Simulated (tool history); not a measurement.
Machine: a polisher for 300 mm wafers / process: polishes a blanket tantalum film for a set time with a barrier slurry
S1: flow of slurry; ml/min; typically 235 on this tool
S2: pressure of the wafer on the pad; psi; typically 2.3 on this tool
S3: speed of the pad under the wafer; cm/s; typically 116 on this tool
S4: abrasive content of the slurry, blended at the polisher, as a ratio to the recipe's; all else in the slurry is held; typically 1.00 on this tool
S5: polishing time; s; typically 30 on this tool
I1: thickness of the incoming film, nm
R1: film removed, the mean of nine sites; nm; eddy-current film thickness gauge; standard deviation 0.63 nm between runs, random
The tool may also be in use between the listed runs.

{"run": 1, "hour": 0.0, "S1": 235, "S2": 2.3, "S3": 116, "S4": 1.0, "S5": 30, "I1": 194.2, "R1": 69.8}
{"run": 2, "hour": 6.0, "S1": 235, "S2": 2.3, "S3": 116, "S4": 1.0, "S5": 30, "I1": 189.3, "R1": 71.9}
{"hour": 17.4, "done": "worn pad replaced by a new one"}
{"run": 3, "hour": 17.9, "S1": 235, "S2": 2.3, "S3": 116, "S4": 1.0, "S5": 30, "I1": 190.0, "R1": 70.1}
{"run": 4, "hour": 30.3, "S1": 235, "S2": 2.3, "S3": 116, "S4": 1.0, "S5": 30, "I1": 189.5, "R1": 70.6}
{"run": 5, "hour": 39.5, "S1": 235, "S2": 2.3, "S3": 116, "S4": 1.0, "S5": 30, "I1": 190.7, "R1": 71.4}
{"run": 6, "hour": 46.8, "S1": 235, "S2": 2.3, "S3": 116, "S4": 1.0, "S5": 30, "I1": 192.6, "R1": 71.1}
{"run": 7, "hour": 59.5, "S1": 235, "S2": 2.3, "S3": 116, "S4": 1.0, "S5": 30, "I1": 192.7, "R1": 70.6}
{"run": 8, "hour": 82.1, "S1": 235, "S2": 2.3, "S3": 116, "S4": 1.0, "S5": 30, "I1": 192.4, "R1": 70.7}
{"run": 9, "hour": 99.8, "S1": 235, "S2": 2.3, "S3": 116, "S4": 1.0, "S5": 30, "I1": 190.0, "R1": 70.8}
{"run": 10, "hour": 114.1, "S1": 195, "S2": 2.3, "S3": 116, "S4": 1.0, "S5": 30, "I1": 189.2, "R1": 68.1}
{"run": 11, "hour": 127.5, "S1": 195, "S2": 2.3, "S3": 116, "S4": 1.0, "S5": 30, "I1": 189.7, "R1": 69.8}
{"hour": 140.6, "done": "worn pad replaced by a new one"}
{"run": 12, "hour": 141.1, "S1": 195, "S2": 2.3, "S3": 116, "S4": 1.0, "S5": 30, "I1": 189.0, "R1": 68.2}
{"hour": 173.6, "done": "slurry nozzle cleaned"}
{"hour": 175.1, "done": "slurry blender recalibrated"}
{"run": 13, "hour": 189.2, "S1": 280, "S2": 2.3, "S3": 98, "S4": 1.0, "S5": 30, "I1": 189.9, "R1": 62.5}
{"run": 14, "hour": 203.3, "S1": 235, "S2": 2.3, "S3": 116, "S4": 1.2, "S5": 30, "I1": 188.4, "R1": 75.2}
{"hour": 252.2, "done": "worn pad replaced by a new one"}
{"run": 15, "hour": 255.0, "S1": 235, "S2": 3.0, "S3": 116, "S4": 1.0, "S5": 39, "I1": 189.4, "R1": 120.5}
{"run": 16, "hour": 261.9, "S1": 190, "S2": 2.3, "S3": 116, "S4": 1.3, "S5": 30, "I1": 190.4, "R1": 73.6}
{"run": 17, "hour": 273.8, "S1": 235, "S2": 2.3, "S3": 144, "S4": 1.0, "S5": 30, "I1": 190.9, "R1": 88.6}
{"run": 18, "hour": 287.0, "S1": 270, "S2": 2.6, "S3": 116, "S4": 1.0, "S5": 30, "I1": 191.3, "R1": 81.7}
{"hour": 305.2, "done": "head pressure recalibrated"}
{"run": 19, "hour": 305.7, "S1": 260, "S2": 2.9, "S3": 88, "S4": 1.0, "S5": 37, "I1": 189.3, "R1": 89.2}
{"run": 20, "hour": 319.8, "S1": 285, "S2": 2.3, "S3": 116, "S4": 1.0, "S5": 30, "I1": 191.4, "R1": 77.2}
{"run": 21, "hour": 336.3, "S1": 195, "S2": 2.3, "S3": 116, "S4": 1.0, "S5": 30, "I1": 193.8, "R1": 74.2}
{"run": 22, "hour": 345.1, "S1": 235, "S2": 2.3, "S3": 152, "S4": 1.0, "S5": 21, "I1": 186.2, "R1": 70.1}
{"run": 23, "hour": 357.8, "S1": 235, "S2": 1.7, "S3": 116, "S4": 1.0, "S5": 30, "I1": 187.8, "R1": 57.5}
{"hour": 359.9, "done": "slurry blender recalibrated"}
{"hour": 383.0, "done": "worn pad replaced by a new one"}
{"run": 24, "hour": 402.5, "S1": 235, "S2": 2.3, "S3": 116, "S4": 1.0, "S5": 30, "I1": 189.0, "R1": 78.4}
{"run": 25, "hour": 412.3, "S1": 210, "S2": 2.3, "S3": 104, "S4": 1.0, "S5": 30, "I1": 188.4, "R1": 68.0}
{"hour": 429.2, "done": "head pressure recalibrated, repeated, since the last time left the tool worse"}
{"run": 26, "hour": 429.7, "S1": 235, "S2": 1.6, "S3": 98, "S4": 1.15, "S5": 30, "I1": 191.9, "R1": 41.6}
{"run": 27, "hour": 442.4, "S1": 185, "S2": 2.6, "S3": 116, "S4": 0.75, "S5": 30, "I1": 193.7, "R1": 66.1}
{"run": 28, "hour": 460.2, "S1": 315, "S2": 3.1, "S3": 154, "S4": 1.0, "S5": 26, "I1": 186.3, "R1": 108.5}
{"hour": 470.5, "done": "slurry nozzle cleaned"}
{"run": 29, "hour": 473.8, "S1": 235, "S2": 2.3, "S3": 116, "S4": 1.0, "S5": 33, "I1": 189.2, "R1": 74.4}
{"run": 30, "hour": 484.2, "S1": 235, "S2": 2.3, "S3": 116, "S4": 1.0, "S5": 30, "I1": 189.4, "R1": 68.0}
{"run": 31, "hour": 496.7, "S1": 235, "S2": 2.3, "S3": 88, "S4": 1.0, "S5": 30, "I1": 188.5, "R1": 52.0}

3 ways to go on from here, each from the tool as it stands after run 31. What would each give?
{"run": "A", "hour": 497.1, "S1": 215, "S2": 2.3, "S3": 116, "S4": 1.0, "S5": 30, "I1": 188.0, "R1": "?"}
{"run": "B", "hour": 497.1, "S1": 235, "S2": 2.3, "S3": 116, "S4": 0.9, "S5": 30, "I1": 188.0, "R1": "?"}
{"run": "C", "hour": 497.1, "S1": 255, "S2": 2.9, "S3": 138, "S4": 0.9, "S5": 30, "I1": 188.0, "R1": "?"}

run=A R1=67.4
run=B R1=65.6
run=C R1=99.4
With no hidden state in the tool, these same runs would have given:
run=A R1=66.1
run=B R1=64.4
run=C R1=97.4
